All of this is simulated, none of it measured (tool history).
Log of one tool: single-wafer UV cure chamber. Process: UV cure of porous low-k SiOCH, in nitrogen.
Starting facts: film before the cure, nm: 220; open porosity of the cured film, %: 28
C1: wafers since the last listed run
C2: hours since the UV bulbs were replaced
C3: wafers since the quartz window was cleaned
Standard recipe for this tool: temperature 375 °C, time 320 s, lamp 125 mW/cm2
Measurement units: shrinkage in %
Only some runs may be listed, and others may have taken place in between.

{"run": 1, "hour": 0.0, "temperature": 375, "time": 320, "lamp": 125, "C1": 0, "C2": 1809.1, "C3": 4263, "shrinkage": 17.84}
{"run": 2, "hour": 30.2, "temperature": 375, "time": 320, "lamp": 125, "C1": 157, "C2": 1839.3, "C3": 4420, "shrinkage": 17.805}
{"run": 3, "hour": 62.4, "temperature": 375, "time": 320, "lamp": 125, "C1": 167, "C2": 1871.5, "C3": 4588, "shrinkage": 17.501}
{"run": 4, "hour": 86.3, "temperature": 375, "time": 320, "lamp": 125, "C1": 124, "C2": 1895.4, "C3": 4712, "shrinkage": 17.734}
{"run": 5, "hour": 117.5, "temperature": 375, "time": 320, "lamp": 125, "C1": 162, "C2": 1926.6, "C3": 4874, "shrinkage": 17.61}
{"hour": 128.9, "done": "quartz window cleaned"}
{"run": 6, "hour": 137.5, "temperature": 375, "time": 320, "lamp": 125, "C1": 62, "C2": 1946.6, "C3": 44, "shrinkage": 17.497}
{"run": 7, "hour": 154.5, "temperature": 375, "time": 320, "lamp": 125, "C1": 88, "C2": 1963.6, "C3": 133, "shrinkage": 17.728}
{"run": 8, "hour": 167.6, "temperature": 375, "time": 460, "lamp": 125, "C1": 68, "C2": 1976.7, "C3": 201, "shrinkage": 19.802}
{"hour": 197.3, "done": "UV bulbs replaced"}
{"run": 9, "hour": 202.7, "temperature": 375, "time": 495, "lamp": 125, "C1": 140, "C2": 5.4, "C3": 342, "shrinkage": 22.863}
{"run": 10, "hour": 216.9, "temperature": 375, "time": 320, "lamp": 125, "C1": 73, "C2": 19.6, "C3": 416, "shrinkage": 20.1}
{"run": 11, "hour": 248.8, "temperature": 382, "time": 320, "lamp": 125, "C1": 165, "C2": 51.5, "C3": 582, "shrinkage": 20.328}
{"run": 12, "hour": 261.1, "temperature": 375, "time": 320, "lamp": 125, "C1": 63, "C2": 63.8, "C3": 645, "shrinkage": 20.001}
{"run": 13, "hour": 280.4, "temperature": 394, "time": 320, "lamp": 87, "C1": 100, "C2": 83.1, "C3": 746, "shrinkage": 18.606}
{"run": 14, "hour": 346.6, "temperature": 370, "time": 510, "lamp": 125, "C1": 344, "C2": 149.3, "C3": 1090, "shrinkage": 23.241}
{"run": 15, "hour": 359.4, "temperature": 367, "time": 415, "lamp": 136, "C1": 66, "C2": 162.1, "C3": 1157, "shrinkage": 22.347}
{"run": 16, "hour": 383.4, "temperature": 387, "time": 460, "lamp": 89, "C1": 124, "C2": 186.1, "C3": 1281, "shrinkage": 20.607}
{"run": 17, "hour": 402.4, "temperature": 375, "time": 320, "lamp": 112, "C1": 98, "C2": 205.1, "C3": 1380, "shrinkage": 19.271}

Some steps in shrinkage, run to run, broken into two amounts with sign: the step expected even without the hidden condition (settings, incoming material, random variation), and the rest, left for the hidden condition together with whatever gauge scatter is not in both the measured and the hidden-condition-free result:
Hidden state at play: lamp output below its setpoint, %; transmission lost against a clean window, %.
Run 8 -> 9: time 460 -> 495, UV bulbs replaced. shrinkage +3.061 %: hidden state +2.668, all else +0.393.
Run 13 -> 14: temperature 394 -> 370, time 320 -> 510, lamp 87 -> 125. shrinkage +4.635 %: hidden state -0.080, all else +4.715.

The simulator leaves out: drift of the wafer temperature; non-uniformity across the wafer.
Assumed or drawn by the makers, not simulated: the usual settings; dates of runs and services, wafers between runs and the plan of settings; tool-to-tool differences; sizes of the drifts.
